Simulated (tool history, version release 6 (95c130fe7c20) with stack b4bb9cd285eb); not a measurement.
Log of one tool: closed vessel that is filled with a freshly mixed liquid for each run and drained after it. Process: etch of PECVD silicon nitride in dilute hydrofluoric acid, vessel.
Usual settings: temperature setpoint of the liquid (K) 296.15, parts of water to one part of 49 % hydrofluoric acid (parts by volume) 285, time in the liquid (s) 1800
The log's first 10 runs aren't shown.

| run | hour | temperature setpoint of the liquid (K) | parts of water to one part of 49 % hydrofluoric acid (parts by volume) | time in the liquid (s) | wafers since the last listed run | hours since the thermometer was replaced | hours since the hydrofluoric acid flow meter was replaced | hours since the gauge calibration | read-back film thickness of the PECVD silicon nitride reference wafer, read on the same gauge (nm) | thickness taken off the PECVD silicon nitride on a monitor wafer (Å) |
|---|---|---|---|---|---|---|---|---|---|---|
| 11 | 344.4 | 296.15 | 285 | 1800 | 988 | 2273.8 | 1024.6 | 47.8 | 99.84 | 274.7 |
| 12 | 404.1 | 296.15 | 285 | 1800 | 1993 | 2333.5 | 1084.3 | 107.5 | 99.37 | 270.7 |
| 13 | 470 | 293.15 | 395 | 730 | 2200 | 2399.4 | 1150.2 | 173.4 | 99 | 66.3 |
| 14 | 515.3 | 292.65 | 285 | 1800 | 1512 | 2444.7 | 1195.5 | 218.7 | 98.76 | 216.3 |
|  | 555.8 | thermometer replaced |
|  | 568.5 | hydrofluoric acid flow meter replaced |
| 15 | 569.3 | 294.65 | 285 | 1800 | 1736 | 13.5 | 0.8 | 272.7 | 98.54 | 247.1 |
| 16 | 628.3 | 299.65 | 245 | 1800 | 1969 | 72.5 | 59.8 | 331.7 | 98.31 | 386.6 |
| 17 | 652.4 | 296.15 | 285 | 2510 | 804 | 96.6 | 83.9 | 355.8 | 98.22 | 373.7 |
| 18 | 715.2 | 300.15 | 285 | 1520 | 2096 | 159.4 | 146.7 | 418.6 | 98.02 | 291.2 |
| 19 | 747.1 | 291.15 | 285 | 880 | 1065 | 191.3 | 178.6 | 450.5 | 97.9 | 95.4 |
| 20 | 793 | 298.65 | 405 | 2380 | 1532 | 237.2 | 224.5 | 496.4 | 97.81 | 292.4 |
| 21 | 845.8 | 298.65 | 415 | 890 | 1762 | 290 | 277.3 | 549.2 | 97.66 | 106.7 |
| 22 | 870.5 | 300.65 | 340 | 2205 | 824 | 314.7 | 302 | 573.9 | 97.6 | 361.4 |
| 23 | 918.3 | 296.15 | 395 | 1800 | 1595 | 362.5 | 349.8 | 621.7 | 97.55 | 194.3 |
| 24 | 977.6 | 292.15 | 185 | 2775 | 1979 | 421.8 | 409.1 | 681 | 97.48 | 485 |
| 25 | 1013.6 | 294.65 | 325 | 1800 | 1201 | 457.8 | 445.1 | 717 | 97.38 | 214 |
| 26 | 1063 | 293.15 | 285 | 1800 | 1649 | 507.2 | 494.5 | 766.4 | 97.33 | 221 |
| 27 | 1117.1 | 296.15 | 285 | 1800 | 1806 | 561.3 | 548.6 | 820.5 | 97.27 | 269.8 |
| 28 | 1162.3 | 297.65 | 285 | 1800 | 1509 | 606.5 | 593.8 | 865.7 | 97.19 | 291.3 |
| 29 | 1203 | 296.15 | 285 | 1800 | 1358 | 647.2 | 634.5 | 906.4 | 97.18 | 266.3 |
| 30 | 1259.6 | 296.15 | 285 | 1800 | 1889 | 703.8 | 691.1 | 963 | 97.12 | 267.6 |
| 31 | 1318.1 | 294.65 | 285 | 2335 | 1953 | 762.3 | 749.6 | 1021.5 | 97.09 | 316 |

5 ways to go on from here, each from the tool as it stands after run 31. What would each give?
| A | 1319.3 | 296.15 | 335 | 1800 | 40 | 763.5 | 750.8 | 1022.7 | ? | ? |
| B | 1319.3 | 293.65 | 285 | 1800 | 40 | 763.5 | 750.8 | 1022.7 | ? | ? |
| C | 1319.3 | 292.15 | 285 | 2275 | 40 | 763.5 | 750.8 | 1022.7 | ? | ? |
| D | 1319.3 | 294.15 | 285 | 1800 | 40 | 763.5 | 750.8 | 1022.7 | ? | ? |
| E | 1319.3 | 291.15 | 285 | 1800 | 40 | 763.5 | 750.8 | 1022.7 | ? | ? |

| run | read-back film thickness of the PECVD silicon nitride reference wafer, read on the same gauge (nm) | thickness taken off the PECVD silicon nitride on a monitor wafer (Å) |
|---|---|---|
| A | 97.1 | 223.7 |
| B | 97.1 | 224.2 |
| C | 97.1 | 257.5 |
| D | 97.1 | 231.4 |
| E | 97.1 | 190.9 |
Without the tool's hidden state the same runs would have given:
| run | thickness taken off the PECVD silicon nitride on a monitor wafer (Å) |
|---|---|
| A | 230.4 |
| B | 231 |
| C | 265.2 |
| D | 238.4 |
| E | 196.7 |
